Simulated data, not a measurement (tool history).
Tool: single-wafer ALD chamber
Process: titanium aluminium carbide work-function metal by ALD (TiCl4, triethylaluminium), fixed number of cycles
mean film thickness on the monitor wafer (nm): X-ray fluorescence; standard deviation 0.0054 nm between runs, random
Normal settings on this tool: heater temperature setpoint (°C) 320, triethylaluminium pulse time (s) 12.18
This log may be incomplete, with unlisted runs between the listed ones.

run,day,heater temperature setpoint (°C),triethylaluminium pulse time (s),"read-back reference wafer on the same gauge, thickness_nm",mean film thickness on the monitor wafer (nm)
1,0,316,12.18,2.531,2.127
2,0.462,316,12.18,2.528,2.116
3,1.179,320,12.18,2.531,2.154
4,1.65,320,12.18,2.532,2.147
5,2.05,320,12.18,2.53,2.149
6,2.65,311,12.18,2.53,2.085
7,4.479,308,10.83,2.531,2.046
8,4.754,308,10.83,2.531,2.036
9,5.017,316,12.18,2.532,2.128
10,5.7,334,16.15,2.529,2.28
11,6.25,330,16.03,2.529,2.257
12,6.729,305,9.13,2.53,1.989
13,7.183,320,12.18,2.529,2.159
14,7.583,320,7.84,2.528,2.075
15,8.1,315,10.93,2.531,2.096
16,8.6,331,12.18,2.531,2.236

Not shown here: 4 entries made in the log between runs. Locate each between two listed runs and compare the hidden state at the listed run before it with the hidden state at the listed run after it:
Between runs 6 and 7: triethylaluminium bottle replaced (day 3.875); showerhead replaced (day 3.929)
  the hidden state is the same at both runs
Between runs 9 and 10: thermocouple changed; heater temperature recalibrated (day 5.629)
  the hidden state is the same at both runs
Between runs 10 and 11: gauge calibrated (day 5.792)
  the hidden state is the same at both runs
